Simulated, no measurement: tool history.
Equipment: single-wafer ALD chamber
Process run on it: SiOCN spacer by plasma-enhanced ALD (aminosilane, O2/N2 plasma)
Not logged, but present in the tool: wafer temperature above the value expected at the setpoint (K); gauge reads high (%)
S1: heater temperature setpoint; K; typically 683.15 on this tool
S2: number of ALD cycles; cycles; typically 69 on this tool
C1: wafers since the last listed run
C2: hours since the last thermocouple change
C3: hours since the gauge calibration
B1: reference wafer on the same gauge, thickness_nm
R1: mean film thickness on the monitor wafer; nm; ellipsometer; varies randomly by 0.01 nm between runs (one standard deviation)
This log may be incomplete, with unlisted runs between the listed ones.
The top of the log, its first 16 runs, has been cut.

run	hour	S1	S2	C1	C2	C3	B1	R1
17	396.6	683.15	56	53	151.1	69.3	4.519	3.270
18	416.0	691.15	62	71	170.5	88.7	4.516	3.545
19	442.8	683.15	69	98	197.3	115.5	4.506	4.044
20	457.3	683.15	69	53	211.8	130.0	4.504	4.046
21	481.6	679.15	79	89	236.1	154.3	4.500	4.655
22	504.1	672.15	76	82	258.6	176.8	4.496	4.585
23	529.1	683.15	69	92	283.6	201.8	4.491	4.029
24	559.0	683.15	69	110	313.5	231.7	4.486	4.013
25	578.3	683.15	69	71	332.8	251.0	4.485	4.021
26	608.5	683.15	69	111	363.0	281.2	4.478	4.023
27	627.8	679.15	69	71	382.3	300.5	4.473	4.037
28	654.2	676.15	76	97	408.7	326.9	4.467	4.493
29	678.1	694.15	58	88	432.6	350.8	4.465	3.250
30	706.7	672.15	83	105	461.2	379.4	4.462	4.921

What if the next run were any one of these 5? Each begins from the tool's condition after run 30:
A	707.2	683.15	78	1	461.7	379.9	?	?
B	707.2	674.15	69	1	461.7	379.9	?	?
C	707.2	671.15	69	1	461.7	379.9	?	?
D	707.2	670.15	69	1	461.7	379.9	?	?
E	707.2	673.15	79	1	461.7	379.9	?	?

run	B1	R1
A	4.459	4.503
B	4.459	4.081
C	4.459	4.107
D	4.459	4.107
E	4.459	4.685
Take away the tool's hidden state, keep each run's random variation, and the runs would have read:
run	R1
A	4.574
B	4.145
C	4.171
D	4.171
E	4.758
